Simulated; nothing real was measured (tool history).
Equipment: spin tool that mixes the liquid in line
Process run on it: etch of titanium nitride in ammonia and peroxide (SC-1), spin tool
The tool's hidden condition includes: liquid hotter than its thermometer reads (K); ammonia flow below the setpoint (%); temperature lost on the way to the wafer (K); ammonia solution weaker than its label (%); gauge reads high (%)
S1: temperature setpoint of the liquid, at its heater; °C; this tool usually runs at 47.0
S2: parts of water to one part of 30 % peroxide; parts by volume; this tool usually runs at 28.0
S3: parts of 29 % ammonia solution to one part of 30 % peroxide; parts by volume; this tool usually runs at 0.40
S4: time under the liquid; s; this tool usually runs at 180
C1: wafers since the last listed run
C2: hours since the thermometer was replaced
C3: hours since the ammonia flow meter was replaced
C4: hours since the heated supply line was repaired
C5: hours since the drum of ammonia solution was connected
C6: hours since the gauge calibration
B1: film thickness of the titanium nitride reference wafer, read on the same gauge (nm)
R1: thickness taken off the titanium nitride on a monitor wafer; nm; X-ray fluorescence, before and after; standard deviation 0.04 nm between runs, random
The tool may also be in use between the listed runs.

{"run": 1, "day": 0.0, "S1": 47.0, "S2": 28.0, "S3": 0.4, "S4": 180, "C1": 0, "C2": 1976.8, "C3": 647.9, "C4": 1627.8, "C5": 621.7, "C6": 128.2, "B1": 50.034, "R1": 5.258}
{"run": 2, "day": 2.933, "S1": 47.0, "S2": 28.0, "S3": 0.4, "S4": 180, "C1": 693, "C2": 2047.2, "C3": 718.3, "C4": 1698.2, "C5": 692.1, "C6": 198.6, "B1": 49.967, "R1": 5.379}
{"run": 3, "day": 5.138, "S1": 47.0, "S2": 28.0, "S3": 0.4, "S4": 180, "C1": 521, "C2": 2100.1, "C3": 771.2, "C4": 1751.1, "C5": 745.0, "C6": 251.5, "B1": 50.025, "R1": 5.205}
{"run": 4, "day": 9.038, "S1": 47.0, "S2": 28.0, "S3": 0.4, "S4": 180, "C1": 921, "C2": 2193.7, "C3": 864.8, "C4": 1844.7, "C5": 838.6, "C6": 345.1, "B1": 49.986, "R1": 5.361}
{"run": 5, "day": 10.758, "S1": 47.0, "S2": 28.0, "S3": 0.4, "S4": 260, "C1": 406, "C2": 2235.0, "C3": 906.1, "C4": 1886.0, "C5": 879.9, "C6": 386.4, "B1": 49.971, "R1": 7.709}
{"run": 6, "day": 13.929, "S1": 47.0, "S2": 28.0, "S3": 0.4, "S4": 260, "C1": 749, "C2": 2311.1, "C3": 982.2, "C4": 1962.1, "C5": 956.0, "C6": 462.5, "B1": 49.954, "R1": 7.615}
{"day": 16.712, "done": "ammonia flow meter replaced"}
{"run": 7, "day": 17.3, "S1": 47.0, "S2": 18.5, "S3": 0.25, "S4": 180, "C1": 787, "C2": 2392.0, "C3": 14.1, "C4": 2043.0, "C5": 1036.9, "C6": 543.4, "B1": 50.003, "R1": 6.168}
{"run": 8, "day": 19.025, "S1": 47.0, "S2": 28.0, "S3": 0.4, "S4": 270, "C1": 407, "C2": 2433.4, "C3": 55.5, "C4": 2084.4, "C5": 1078.3, "C6": 584.8, "B1": 49.978, "R1": 8.113}
{"run": 9, "day": 23.371, "S1": 47.0, "S2": 28.0, "S3": 0.55, "S4": 180, "C1": 1027, "C2": 2537.7, "C3": 159.8, "C4": 2188.7, "C5": 1182.6, "C6": 689.1, "B1": 50.021, "R1": 5.65}
{"day": 24.008, "done": "thermometer replaced"}
{"run": 10, "day": 25.133, "S1": 47.0, "S2": 28.0, "S3": 0.4, "S4": 180, "C1": 406, "C2": 27.0, "C3": 202.1, "C4": 2231.0, "C5": 1224.9, "C6": 731.4, "B1": 49.945, "R1": 4.698}
{"day": 25.804, "done": "new drum of ammonia solution connected"}
{"run": 11, "day": 27.596, "S1": 47.0, "S2": 28.0, "S3": 0.4, "S4": 275, "C1": 572, "C2": 86.1, "C3": 261.2, "C4": 2290.1, "C5": 43.0, "C6": 790.5, "B1": 50.008, "R1": 7.274}
{"run": 12, "day": 29.954, "S1": 47.0, "S2": 28.0, "S3": 0.4, "S4": 180, "C1": 557, "C2": 142.7, "C3": 317.8, "C4": 2346.7, "C5": 99.6, "C6": 847.1, "B1": 49.989, "R1": 4.722}
{"run": 13, "day": 33.183, "S1": 38.5, "S2": 20.0, "S3": 0.25, "S4": 90, "C1": 763, "C2": 220.2, "C3": 395.3, "C4": 2424.2, "C5": 177.1, "C6": 924.6, "B1": 49.978, "R1": 1.417}
{"run": 14, "day": 34.888, "S1": 47.0, "S2": 15.0, "S3": 0.5, "S4": 240, "C1": 402, "C2": 261.1, "C3": 436.2, "C4": 2465.1, "C5": 218.0, "C6": 965.5, "B1": 50.018, "R1": 9.328}
{"day": 36.712, "done": "heated supply line repaired"}
{"run": 15, "day": 37.858, "S1": 47.0, "S2": 28.0, "S3": 0.4, "S4": 220, "C1": 692, "C2": 332.4, "C3": 507.5, "C4": 27.5, "C5": 289.3, "C6": 1036.8, "B1": 49.975, "R1": 6.263}
{"run": 16, "day": 41.283, "S1": 54.5, "S2": 28.0, "S3": 0.4, "S4": 180, "C1": 809, "C2": 414.6, "C3": 589.7, "C4": 109.7, "C5": 371.5, "C6": 1119.0, "B1": 49.979, "R1": 8.555}
{"run": 17, "day": 43.925, "S1": 47.0, "S2": 22.5, "S3": 0.4, "S4": 280, "C1": 624, "C2": 478.0, "C3": 653.1, "C4": 173.1, "C5": 434.9, "C6": 1182.4, "B1": 50.021, "R1": 9.061}
{"run": 18, "day": 45.842, "S1": 47.0, "S2": 37.0, "S3": 0.5, "S4": 180, "C1": 453, "C2": 524.0, "C3": 699.1, "C4": 219.1, "C5": 480.9, "C6": 1228.4, "B1": 49.992, "R1": 4.526}
{"run": 19, "day": 48.967, "S1": 47.0, "S2": 28.0, "S3": 0.4, "S4": 180, "C1": 738, "C2": 599.0, "C3": 774.1, "C4": 294.1, "C5": 555.9, "C6": 1303.4, "B1": 50.003, "R1": 5.163}
{"run": 20, "day": 52.058, "S1": 49.5, "S2": 28.0, "S3": 0.4, "S4": 180, "C1": 730, "C2": 673.2, "C3": 848.3, "C4": 368.3, "C5": 630.1, "C6": 1377.6, "B1": 50.036, "R1": 6.083}
{"run": 21, "day": 54.796, "S1": 40.5, "S2": 28.0, "S3": 0.4, "S4": 120, "C1": 647, "C2": 738.9, "C3": 914.0, "C4": 434.0, "C5": 695.8, "C6": 1443.3, "B1": 50.01, "R1": 2.108}
{"run": 22, "day": 57.008, "S1": 47.0, "S2": 17.5, "S3": 0.4, "S4": 180, "C1": 523, "C2": 792.0, "C3": 967.1, "C4": 487.1, "C5": 748.9, "C6": 1496.4, "B1": 50.01, "R1": 6.695}
{"day": 57.279, "done": "ammonia flow meter replaced"}
{"run": 23, "day": 59.038, "S1": 47.0, "S2": 40.0, "S3": 0.6, "S4": 215, "C1": 469, "C2": 840.7, "C3": 42.2, "C4": 535.8, "C5": 797.6, "C6": 1545.1, "B1": 50.011, "R1": 5.436}
{"run": 24, "day": 61.071, "S1": 56.0, "S2": 28.0, "S3": 0.3, "S4": 180, "C1": 480, "C2": 889.5, "C3": 91.0, "C4": 584.6, "C5": 846.4, "C6": 1593.9, "B1": 50.025, "R1": 8.968}
{"run": 25, "day": 64.229, "S1": 38.5, "S2": 20.0, "S3": 0.25, "S4": 90, "C1": 746, "C2": 965.3, "C3": 166.8, "C4": 660.4, "C5": 922.2, "C6": 1669.7, "B1": 49.958, "R1": 1.535}

Across each entry between runs, compare the hidden state at the last listed run before it with the hidden state at the first listed run after it:
Between runs 6 and 7: ammonia flow meter replaced (day 16.712)
  liquid hotter than its thermometer reads (K): 1.61 -> 1.66; temperature lost on the way to the wafer (K): 0.809 -> 0.841
  measured minus no-state result, R1: +0.419 -> +0.348 nm
Between runs 9 and 10: thermometer replaced (day 24.008)
  liquid hotter than its thermometer reads (K): 1.74 -> 0.0943; temperature lost on the way to the wafer (K): 0.899 -> 0.916
  measured minus no-state result, R1: +0.327 -> -0.282 nm
Between runs 10 and 11: new drum of ammonia solution connected (day 25.804)
  liquid hotter than its thermometer reads (K): 0.0943 -> 0.128; temperature lost on the way to the wafer (K): 0.916 -> 0.939
  measured minus no-state result, R1: -0.282 -> -0.432 nm
Between runs 14 and 15: heated supply line repaired (day 36.712)
  liquid hotter than its thermometer reads (K): 0.227 -> 0.267; temperature lost on the way to the wafer (K): 1.01 -> 0.0755
  measured minus no-state result, R1: -0.532 -> +0.084 nm
Between runs 22 and 23: ammonia flow meter replaced (day 57.279)
  liquid hotter than its thermometer reads (K): 0.528 -> 0.555; temperature lost on the way to the wafer (K): 0.258 -> 0.278
  measured minus no-state result, R1: +0.127 -> +0.107 nm
